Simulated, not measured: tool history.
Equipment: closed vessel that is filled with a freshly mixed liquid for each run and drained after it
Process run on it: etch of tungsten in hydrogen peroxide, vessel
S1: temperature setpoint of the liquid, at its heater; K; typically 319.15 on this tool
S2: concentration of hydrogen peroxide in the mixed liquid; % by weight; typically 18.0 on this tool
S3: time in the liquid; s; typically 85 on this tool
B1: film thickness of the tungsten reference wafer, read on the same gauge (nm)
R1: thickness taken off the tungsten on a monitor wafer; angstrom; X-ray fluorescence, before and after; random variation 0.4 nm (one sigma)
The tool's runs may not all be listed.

{"run": 1, "day": 0.0, "S1": 326.15, "S2": 18.0, "S3": 60, "B1": 89.99, "R1": 566.2}
{"run": 2, "day": 1.725, "S1": 326.15, "S2": 18.0, "S3": 60, "B1": 90.01, "R1": 555.9}
{"run": 3, "day": 3.662, "S1": 326.15, "S2": 18.0, "S3": 60, "B1": 90.0, "R1": 558.6}
{"run": 4, "day": 6.042, "S1": 319.15, "S2": 18.0, "S3": 85, "B1": 90.02, "R1": 514.6}
{"run": 5, "day": 8.829, "S1": 319.15, "S2": 18.0, "S3": 85, "B1": 89.99, "R1": 522.3}
{"run": 6, "day": 10.671, "S1": 319.15, "S2": 18.0, "S3": 85, "B1": 90.02, "R1": 517.3}
{"day": 10.975, "done": "new drum of peroxide connected"}
{"run": 7, "day": 19.238, "S1": 319.15, "S2": 18.0, "S3": 85, "B1": 89.97, "R1": 529.1}
{"run": 8, "day": 21.758, "S1": 319.15, "S2": 18.0, "S3": 85, "B1": 90.01, "R1": 532.8}
{"run": 9, "day": 24.746, "S1": 319.15, "S2": 18.0, "S3": 85, "B1": 90.04, "R1": 522.3}
{"day": 26.733, "done": "thermometer replaced"}
{"run": 10, "day": 27.688, "S1": 322.65, "S2": 18.0, "S3": 85, "B1": 90.02, "R1": 657.7}
{"run": 11, "day": 29.071, "S1": 322.65, "S2": 18.0, "S3": 85, "B1": 90.02, "R1": 645.6}
{"run": 12, "day": 38.004, "S1": 319.15, "S2": 18.0, "S3": 85, "B1": 90.04, "R1": 524.7}
{"day": 39.571, "done": "gauge calibrated"}
{"run": 13, "day": 39.579, "S1": 319.15, "S2": 18.0, "S3": 45, "B1": 89.99, "R1": 277.9}
{"run": 14, "day": 42.546, "S1": 319.15, "S2": 13.5, "S3": 135, "B1": 89.97, "R1": 707.3}
{"run": 15, "day": 44.296, "S1": 319.15, "S2": 20.5, "S3": 85, "B1": 90.02, "R1": 557.2}
{"day": 45.912, "done": "new drum of peroxide connected"}
{"run": 16, "day": 47.25, "S1": 309.65, "S2": 23.0, "S3": 85, "B1": 90.0, "R1": 326.5}
{"run": 17, "day": 48.988, "S1": 319.15, "S2": 18.0, "S3": 55, "B1": 89.99, "R1": 341.1}
{"run": 18, "day": 51.392, "S1": 319.15, "S2": 18.0, "S3": 85, "B1": 89.99, "R1": 529.4}
{"run": 19, "day": 54.054, "S1": 327.15, "S2": 20.5, "S3": 65, "B1": 89.96, "R1": 712.6}
{"run": 20, "day": 56.817, "S1": 314.65, "S2": 18.0, "S3": 125, "B1": 90.0, "R1": 592.4}
{"day": 58.925, "done": "peroxide flow meter replaced"}
{"run": 21, "day": 62.067, "S1": 319.15, "S2": 18.0, "S3": 85, "B1": 90.03, "R1": 533.7}
{"run": 22, "day": 64.588, "S1": 319.15, "S2": 18.0, "S3": 60, "B1": 89.97, "R1": 367.7}
{"run": 23, "day": 66.512, "S1": 319.15, "S2": 18.0, "S3": 85, "B1": 90.01, "R1": 528.7}
{"run": 24, "day": 68.096, "S1": 325.15, "S2": 19.5, "S3": 85, "B1": 89.96, "R1": 788.0}
{"run": 25, "day": 70.079, "S1": 329.15, "S2": 15.5, "S3": 85, "B1": 90.01, "R1": 878.3}
{"run": 26, "day": 73.504, "S1": 319.15, "S2": 18.0, "S3": 85, "B1": 89.96, "R1": 525.5}
{"run": 27, "day": 74.671, "S1": 324.65, "S2": 18.0, "S3": 85, "B1": 89.99, "R1": 732.7}
{"run": 28, "day": 76.079, "S1": 312.15, "S2": 14.5, "S3": 55, "B1": 90.02, "R1": 194.3}
{"run": 29, "day": 77.825, "S1": 326.15, "S2": 13.5, "S3": 85, "B1": 90.0, "R1": 692.1}
{"day": 79.175, "done": "thermometer replaced"}
{"run": 30, "day": 79.188, "S1": 319.15, "S2": 18.0, "S3": 85, "B1": 90.01, "R1": 518.2}
{"run": 31, "day": 82.017, "S1": 319.15, "S2": 18.0, "S3": 85, "B1": 90.03, "R1": 517.3}

Alternative continuations, all from the tool just after run 31; predict every row:
{"run": "A", "day": 82.046, "S1": 319.15, "S2": 13.0, "S3": 85, "B1": "?", "R1": "?"}
{"run": "B", "day": 82.046, "S1": 310.65, "S2": 12.5, "S3": 130, "B1": "?", "R1": "?"}
{"run": "C", "day": 82.046, "S1": 327.65, "S2": 18.0, "S3": 45, "B1": "?", "R1": "?"}

run=A B1=89.96 R1=440.1
run=B B1=89.96 R1=381.9
run=C B1=89.96 R1=460.6
With no hidden state in the tool, these same runs would have given:
run=A R1=457.8
run=B R1=397.2
run=C R1=479.1
